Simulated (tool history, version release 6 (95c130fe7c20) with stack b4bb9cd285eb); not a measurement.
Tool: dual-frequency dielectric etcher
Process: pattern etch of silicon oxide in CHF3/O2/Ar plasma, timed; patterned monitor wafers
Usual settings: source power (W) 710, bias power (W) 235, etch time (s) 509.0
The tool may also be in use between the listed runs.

| run | hour | source power (W) | bias power (W) | etch time (s) | wafers since the last listed run | hours since the last wet clean | hours since the last source power generator calibration | hours since the last bias power generator calibration | hours since the last upper electrode change | hours since the gauge calibration | read-back reference wafer on the same gauge, depth_nm | mean etch depth across the wafer (Å) |
|---|---|---|---|---|---|---|---|---|---|---|---|---|
| 1 | 0.0 | 710 | 235 | 509.0 | 0 | 345.9 | 3348.5 | 1447.0 | 4110.3 | 211.0 | 1041.7 | 10771 |
| 2 | 69.0 | 710 | 235 | 509.0 | 196 | 414.9 | 3417.5 | 1516.0 | 4179.3 | 280.0 | 1039.7 | 10816 |
| 3 | 139.6 | 710 | 235 | 509.0 | 200 | 485.5 | 3488.1 | 1586.6 | 4249.9 | 350.6 | 1042.5 | 10779 |
|  | 193.9 | wet clean of the chamber |
| 4 | 304.9 | 710 | 235 | 509.0 | 401 | 111.0 | 3653.4 | 1751.9 | 4415.2 | 515.9 | 1054.6 | 10836 |
| 5 | 370.4 | 710 | 235 | 509.0 | 186 | 176.5 | 3718.9 | 1817.4 | 4480.7 | 581.4 | 1053.4 | 10974 |
| 6 | 435.2 | 710 | 235 | 509.0 | 184 | 241.3 | 3783.7 | 1882.2 | 4545.5 | 646.2 | 1055.7 | 10932 |
| 7 | 471.1 | 710 | 235 | 509.0 | 102 | 277.2 | 3819.6 | 1918.1 | 4581.4 | 682.1 | 1053.9 | 10954 |
| 8 | 532.4 | 710 | 235 | 509.0 | 174 | 338.5 | 3880.9 | 1979.4 | 4642.7 | 743.4 | 1062.5 | 10890 |
|  | 555.0 | source power generator calibrated |
| 9 | 593.4 | 710 | 235 | 509.0 | 161 | 399.5 | 38.4 | 2040.4 | 4703.7 | 804.4 | 1065.9 | 10894 |
|  | 708.7 | wet clean of the chamber |
| 10 | 746.4 | 710 | 235 | 581.5 | 366 | 37.7 | 191.4 | 2193.4 | 4856.7 | 957.4 | 1072.8 | 12645 |
|  | 818.6 | upper electrode replaced |
| 11 | 819.1 | 710 | 235 | 581.5 | 138 | 110.4 | 264.1 | 2266.1 | 0.5 | 1030.1 | 1071.8 | 12779 |
| 12 | 831.0 | 600 | 235 | 509.0 | 33 | 122.3 | 276.0 | 2278.0 | 12.4 | 1042.0 | 1077.4 | 10320 |
| 13 | 897.5 | 710 | 235 | 509.0 | 188 | 188.8 | 342.5 | 2344.5 | 78.9 | 1108.5 | 1076.7 | 11173 |
|  | 901.8 | bias power generator calibrated |
|  | 949.9 | gauge calibrated |
| 14 | 958.8 | 710 | 267 | 509.0 | 162 | 250.1 | 403.8 | 57.0 | 140.2 | 8.9 | 1037.3 | 11235 |
| 15 | 1050.3 | 590 | 235 | 594.5 | 259 | 341.6 | 495.3 | 148.5 | 231.7 | 100.4 | 1039.7 | 11655 |
| 16 | 1116.3 | 710 | 235 | 509.0 | 187 | 407.6 | 561.3 | 214.5 | 297.7 | 166.4 | 1044.7 | 10861 |
|  | 1200.1 | wet clean of the chamber |
| 17 | 1200.6 | 710 | 235 | 609.5 | 171 | 0.5 | 645.6 | 298.8 | 382.0 | 250.7 | 1046.2 | 12950 |
| 18 | 1234.2 | 840 | 202 | 617.5 | 95 | 34.1 | 679.2 | 332.4 | 415.6 | 284.3 | 1043.1 | 13259 |
| 19 | 1294.9 | 890 | 277 | 509.0 | 172 | 94.8 | 739.9 | 393.1 | 476.3 | 345.0 | 1048.8 | 12747 |
| 20 | 1350.1 | 580 | 235 | 509.0 | 156 | 150.0 | 795.1 | 448.3 | 531.5 | 400.2 | 1052.5 | 10092 |
| 21 | 1407.4 | 710 | 235 | 509.0 | 162 | 207.3 | 852.4 | 505.6 | 588.8 | 457.5 | 1052.4 | 10852 |
| 22 | 1438.9 | 710 | 235 | 509.0 | 89 | 238.8 | 883.9 | 537.1 | 620.3 | 489.0 | 1056.1 | 10878 |

5 ways to go on from here, each from the tool as it stands after run 22. What would each give?
| A | 1439.5 | 710 | 235 | 509.0 | 1 | 239.4 | 884.5 | 537.7 | 620.9 | 489.6 | ? | ? |
| B | 1439.5 | 710 | 252 | 509.0 | 1 | 239.4 | 884.5 | 537.7 | 620.9 | 489.6 | ? | ? |
| C | 1439.5 | 710 | 235 | 637.0 | 1 | 239.4 | 884.5 | 537.7 | 620.9 | 489.6 | ? | ? |
| D | 1439.5 | 570 | 218 | 645.0 | 1 | 239.4 | 884.5 | 537.7 | 620.9 | 489.6 | ? | ? |
| E | 1439.5 | 850 | 178 | 509.0 | 1 | 239.4 | 884.5 | 537.7 | 620.9 | 489.6 | ? | ? |

| run | read-back reference wafer on the same gauge, depth_nm | mean etch depth across the wafer (Å) |
|---|---|---|
| A | 1053.6 | 10715 |
| B | 1053.6 | 11010 |
| C | 1053.6 | 13409 |
| D | 1053.6 | 12028 |
| E | 1053.6 | 10389 |
Without the tool's hidden state the same runs would have given:
| run | mean etch depth across the wafer (Å) |
|---|---|
| A | 10545 |
| B | 10836 |
| C | 13197 |
| D | 11837 |
| E | 10225 |

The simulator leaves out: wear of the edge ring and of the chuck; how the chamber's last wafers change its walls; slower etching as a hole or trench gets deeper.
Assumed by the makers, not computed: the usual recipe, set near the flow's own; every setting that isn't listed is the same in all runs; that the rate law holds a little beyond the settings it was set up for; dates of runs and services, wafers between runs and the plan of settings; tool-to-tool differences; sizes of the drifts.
